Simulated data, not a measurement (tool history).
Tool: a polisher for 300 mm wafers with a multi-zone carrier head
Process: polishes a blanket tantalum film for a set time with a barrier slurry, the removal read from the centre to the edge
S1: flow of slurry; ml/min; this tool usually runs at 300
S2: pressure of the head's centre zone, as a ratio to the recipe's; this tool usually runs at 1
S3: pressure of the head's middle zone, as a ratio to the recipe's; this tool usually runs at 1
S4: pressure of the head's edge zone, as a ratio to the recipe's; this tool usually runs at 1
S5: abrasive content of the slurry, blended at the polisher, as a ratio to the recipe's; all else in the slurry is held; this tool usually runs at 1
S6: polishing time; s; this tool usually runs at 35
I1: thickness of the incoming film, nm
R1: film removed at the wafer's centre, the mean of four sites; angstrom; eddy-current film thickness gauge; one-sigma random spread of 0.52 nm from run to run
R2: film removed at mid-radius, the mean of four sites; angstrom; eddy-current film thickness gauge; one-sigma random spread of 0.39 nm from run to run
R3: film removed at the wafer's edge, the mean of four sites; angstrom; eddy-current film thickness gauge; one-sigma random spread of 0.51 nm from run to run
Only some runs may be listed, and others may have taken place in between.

Run 1, day 0: usual settings; I1 481.3. Result: R1 486 angstrom, R2 481 angstrom, R3 471 angstrom.
At day 0.375: edge zone pressure recalibrated.
At day 0.988: slurry nozzle cleaned.
Run 2, day 1.133: usual settings; I1 488.7. Result: R1 485 angstrom, R2 475 angstrom, R3 473 angstrom.
At day 1.412: worn pad replaced by a new one.
Run 3, day 1.708: usual settings; I1 482.2. Result: R1 506 angstrom, R2 501 angstrom, R3 491 angstrom.
Run 4, day 2.229: usual settings; I1 480.2. Result: R1 506 angstrom, R2 495 angstrom, R3 490 angstrom.
Run 5, day 3.179: usual settings; I1 481.8. Result: R1 490 angstrom, R2 501 angstrom, R3 487 angstrom.
Run 6, day 4.508: usual settings; I1 474.5. Result: R1 496 angstrom, R2 483 angstrom, R3 482 angstrom.
Run 7, day 5.733: usual settings but S2 0.88; I1 479.6. Result: R1 423 angstrom, R2 477 angstrom, R3 472 angstrom.
At day 6.779: worn pad replaced by a new one.
At day 6.812: carrier head's membrane replaced by a new one.
Run 8, day 6.867: usual settings; I1 479.9. Result: R1 507 angstrom, R2 504 angstrom, R3 499 angstrom.
Run 9, day 7.675: usual settings; I1 484. Result: R1 506 angstrom, R2 499 angstrom, R3 484 angstrom.
Run 10, day 8.775: usual settings; I1 470.9. Result: R1 494 angstrom, R2 494 angstrom, R3 491 angstrom.
Run 11, day 9.696: usual settings but S2 0.92, S4 1.12; I1 475.4. Result: R1 453 angstrom, R2 490 angstrom, R3 516 angstrom.
Run 12, day 10.438: usual settings but S4 0.95, S6 23 s; I1 480.9. Result: R1 318 angstrom, R2 318 angstrom, R3 306 angstrom.
At day 11.467: centre zone pressure recalibrated.
At day 13.112: worn pad replaced by a new one.
Run 13, day 13.138: usual settings but S3 1.09, S4 1.12, S6 26 s; I1 477.7. Result: R1 370 angstrom, R2 401 angstrom, R3 387 angstrom.
Run 14, day 14.296: usual settings but S1 225 ml/min, S4 0.94, S5 0.7; I1 477.9. Result: R1 422 angstrom, R2 429 angstrom, R3 413 angstrom.
At day 14.783: slurry nozzle cleaned.
Run 15, day 14.929: usual settings but S1 250 ml/min, S6 26 s; I1 485.5. Result: R1 365 angstrom, R2 363 angstrom, R3 356 angstrom.
Run 16, day 16.288: usual settings but S6 39 s; I1 481.3. Result: R1 545 angstrom, R2 541 angstrom, R3 535 angstrom.
Run 17, day 16.917: usual settings but S2 1.03; I1 480.2. Result: R1 492 angstrom, R2 479 angstrom, R3 482 angstrom.
Run 18, day 18.192: usual settings but S1 240 ml/min, S2 0.96, S4 0.94; I1 478.4. Result: R1 461 angstrom, R2 476 angstrom, R3 460 angstrom.
Run 19, day 19.004: usual settings but S1 215 ml/min, S2 1.11, S4 1.06; I1 482.6. Result: R1 519 angstrom, R2 454 angstrom, R3 474 angstrom.
At day 19.354: worn pad replaced by a new one.
Run 20, day 20.162: usual settings but S6 24 s; I1 471.5. Result: R1 341 angstrom, R2 339 angstrom, R3 336 angstrom.
Run 21, day 21.021: usual settings but S1 260 ml/min, S2 0.94, S3 1.08, S6 40 s; I1 482.5. Result: R1 529 angstrom, R2 594 angstrom, R3 557 angstrom.

What was the tool's hidden state at every run in the log?
slurry flow missing at the pad, %: 0 in every run
deviation of the centre zone's pressure from its setpoint, %: 0 in every run
deviation of the edge zone's pressure from its setpoint, %: 0 in every run
H1: removal rate lost through wear of the pad, %
run     H1
  1   4.07
  2   4.96
  3  0.715
  4   1.12
  5   1.87
  6   2.91
  7   3.86
  8  0.175
  9  0.808
 10   1.67
 11   2.39
 12   2.97
 13  0.859
 14   1.77
 15   2.26
 16   3.32
 17   3.82
 18   4.81
 19   5.45
 20   1.04
 21   1.71
